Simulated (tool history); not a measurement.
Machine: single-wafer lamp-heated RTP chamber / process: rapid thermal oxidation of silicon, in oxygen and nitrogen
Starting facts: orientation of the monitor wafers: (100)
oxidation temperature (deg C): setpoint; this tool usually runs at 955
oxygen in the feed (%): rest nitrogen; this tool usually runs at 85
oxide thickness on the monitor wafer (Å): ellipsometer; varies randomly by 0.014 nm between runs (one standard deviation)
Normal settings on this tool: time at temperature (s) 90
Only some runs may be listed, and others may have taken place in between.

run	hour	oxidation temperature (deg C)	time at temperature (s)	oxygen in the feed (%)	read-back reference wafer on the same gauge, thickness	oxide thickness on the monitor wafer (Å)
1	0	955	90	85	4.063	47.07
2	12.2	955	90	79	4.057	46.1
3	38.9	955	90	85	4.057	47.38
# hour 68.3: gauge calibrated
4	73.1	955	90	85	4.055	47.18
5	88.8	955	109	85	4.063	51.4
6	112	955	90	85	4.059	47.38
7	145	955	90	85	4.061	47.5
8	174.6	955	90	85	4.06	47.94
# hour 184.1: pyrometer window cleaned and pyrometer calibrated
9	210.3	955	90	85	4.056	46.52
10	224.1	974	90	85	4.06	53.66
11	239.4	955	90	67	4.065	43.57
12	260.4	930	105	70	4.056	39.24
13	281.6	955	90	85	4.062	47.17
14	317.5	930	105	70	4.062	39.25

Estimate the outcome of run 15 from the log above:
15	338.9	972	90	85	?	?

{"run 15": {"read-back reference wafer on the same gauge, thickness": 4.06, "oxide thickness on the monitor wafer (Å)": 53.57}}
Were there no unlogged condition in the tool, this run, its random variation unchanged, would have produced oxide thickness on the monitor wafer (Å) 52.8.
